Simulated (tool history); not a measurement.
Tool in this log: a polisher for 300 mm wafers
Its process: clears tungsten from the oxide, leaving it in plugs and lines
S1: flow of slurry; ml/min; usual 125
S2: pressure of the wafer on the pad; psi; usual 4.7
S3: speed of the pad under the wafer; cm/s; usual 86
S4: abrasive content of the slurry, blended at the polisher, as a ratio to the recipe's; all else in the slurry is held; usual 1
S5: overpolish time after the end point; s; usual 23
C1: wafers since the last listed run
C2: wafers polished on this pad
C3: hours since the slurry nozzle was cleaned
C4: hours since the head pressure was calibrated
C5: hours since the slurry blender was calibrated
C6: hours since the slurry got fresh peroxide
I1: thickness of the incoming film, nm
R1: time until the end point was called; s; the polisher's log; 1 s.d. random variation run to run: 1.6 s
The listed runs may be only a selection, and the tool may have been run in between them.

Run 1, hour 0: usual settings; C1 0; C2 259; C3 369; C4 228.7; C5 348.9; C6 255.1; I1 505.2. Result: R1 85.4 s.
At hour 26.1: slurry blender recalibrated.
At hour 71.2: slurry tank refilled with fresh slurry and peroxide.
Run 2, hour 85.1: usual settings; C1 650; C2 910; C3 454.1; C4 313.8; C5 59; C6 13.9; I1 506.3. Result: R1 85 s.
At hour 102.4: slurry nozzle cleaned.
Run 3, hour 136.2: usual settings; C1 397; C2 1307; C3 33.8; C4 364.9; C5 110.1; C6 65; I1 500.5. Result: R1 82.5 s.
Run 4, hour 213.5: usual settings; C1 612; C2 1920; C3 111.1; C4 442.2; C5 187.4; C6 142.3; I1 510.3. Result: R1 87.2 s.
Run 5, hour 274.1: usual settings; C1 480; C2 2401; C3 171.7; C4 502.8; C5 248; C6 202.9; I1 508.1. Result: R1 83.1 s.
At hour 293.1: worn pad replaced by a new one.
Run 6, hour 361.5: usual settings; C1 661; C2 542; C3 259.1; C4 590.2; C5 335.4; C6 290.3; I1 511.9. Result: R1 82.6 s.
At hour 380.2: slurry blender recalibrated.
At hour 418.4: slurry tank refilled with fresh slurry and peroxide.
Run 7, hour 431: usual settings; C1 527; C2 1069; C3 328.6; C4 659.7; C5 50.8; C6 12.6; I1 503.9. Result: R1 80.9 s.
At hour 516.3: slurry nozzle cleaned.
Run 8, hour 531.1: usual settings; C1 785; C2 1855; C3 14.8; C4 759.8; C5 150.9; C6 112.7; I1 504.3. Result: R1 78.8 s.
At hour 555.6: head pressure recalibrated.
Run 9, hour 604.6: usual settings; C1 566; C2 2422; C3 88.3; C4 49; C5 224.4; C6 186.2; I1 510.9. Result: R1 87.7 s.
Run 10, hour 650.5: usual settings; C1 363; C2 2786; C3 134.2; C4 94.9; C5 270.3; C6 232.1; I1 499.9. Result: R1 84.5 s.
At hour 699.8: worn pad replaced by a new one.
Run 11, hour 721.1: usual settings; C1 528; C2 168; C3 204.8; C4 165.5; C5 340.9; C6 302.7; I1 507. Result: R1 83.7 s.
At hour 795.8: slurry blender recalibrated.
Run 12, hour 819.6: usual settings; C1 765; C2 933; C3 303.3; C4 264; C5 23.8; C6 401.2; I1 506.3. Result: R1 83.5 s.
At hour 836.1: slurry tank refilled with fresh slurry and peroxide.
Run 13, hour 871.1: usual settings but S1 145 ml/min; C1 400; C2 1334; C3 354.8; C4 315.5; C5 75.3; C6 35; I1 502.2. Result: R1 80.4 s.
Run 14, hour 949.5: usual settings but S5 12 s; C1 621; C2 1955; C3 433.2; C4 393.9; C5 153.7; C6 113.4; I1 513.4. Result: R1 85.7 s.
Run 15, hour 1017.3: usual settings but S4 1.25, S5 28 s; C1 537; C2 2493; C3 501; C4 461.7; C5 221.5; C6 181.2; I1 506.9. Result: R1 77.4 s.
At hour 1052.3: slurry nozzle cleaned.
At hour 1053: worn pad replaced by a new one.
Run 16, hour 1078.1: usual settings; C1 468; C2 198; C3 25.8; C4 522.5; C5 282.3; C6 242; I1 505.6. Result: R1 84.7 s.
Run 17, hour 1123.5: usual settings but S1 145 ml/min, S2 3.7 psi, S3 114 cm/s, S4 0.8; C1 359; C2 558; C3 71.2; C4 567.9; C5 327.7; C6 287.4; I1 511.7. Result: R1 83.3 s.
At hour 1159.4: slurry tank refilled with fresh slurry and peroxide.
Run 18, hour 1173.2: usual settings but S1 145 ml/min; C1 386; C2 944; C3 120.9; C4 617.6; C5 377.4; C6 13.8; I1 505.4. Result: R1 79.6 s.
At hour 1202.1: slurry blender recalibrated.
Run 19, hour 1264.7: usual settings but S1 95 ml/min, S4 0.75; C1 709; C2 1654; C3 212.4; C4 709.1; C5 62.6; C6 105.3; I1 507.3. Result: R1 91.1 s.
Run 20, hour 1331.3: usual settings; C1 528; C2 2182; C3 279; C4 775.7; C5 129.2; C6 171.9; I1 503.9. Result: R1 79.5 s.
At hour 1384.3: worn pad replaced by a new one.
At hour 1418.6: head pressure recalibrated.
Run 21, hour 1422.3: usual settings but S5 15 s; C1 673; C2 285; C3 370; C4 3.7; C5 220.2; C6 262.9; I1 511.5. Result: R1 85.4 s.
Run 22, hour 1474.5: usual settings but S5 28 s; C1 413; C2 699; C3 422.2; C4 55.9; C5 272.4; C6 315.1; I1 511.7. Result: R1 86.2 s.
At hour 1498: slurry tank refilled with fresh slurry and peroxide.
At hour 1600.6: slurry blender recalibrated.
At hour 1605.6: slurry nozzle cleaned.
Run 23, hour 1766.9: usual settings but S3 72 cm/s, S4 1.15; C1 2286; C2 2986; C3 161.3; C4 348.3; C5 166.3; C6 268.9; I1 515.6. Result: R1 97.9 s.
At hour 1798.1: worn pad replaced by a new one.
Run 24, hour 1865.7: usual settings but S1 105 ml/min, S3 70 cm/s, S4 1.25; C1 751; C2 535; C3 260.1; C4 447.1; C5 265.1; C6 367.7; I1 519.6. Result: R1 97.3 s.

State the hidden condition of the tool at each of the runs:
removal rate lost through wear of the pad, %: 0 at every run
slurry flow missing at the pad, %: 0 at every run
abrasive missing from the slurry, %: 0 at every run
peroxide lost from the slurry, %: 0 at every run
H1: deviation of the head's pressure from its setpoint, %
run     H1
  1   1.26
  2   1.92
  3   2.41
  4    3.3
  5   4.12
  6   5.49
  7   6.73
  8   8.76
  9   1.06
 10   1.16
 11   1.42
 12   2.02
 13   2.45
 14   3.24
 15   4.07
 16   4.93
 17   5.64
 18   6.48
 19   8.21
 20   9.63
 21  0.508
 22  0.552
 23   2.24
 24   3.36

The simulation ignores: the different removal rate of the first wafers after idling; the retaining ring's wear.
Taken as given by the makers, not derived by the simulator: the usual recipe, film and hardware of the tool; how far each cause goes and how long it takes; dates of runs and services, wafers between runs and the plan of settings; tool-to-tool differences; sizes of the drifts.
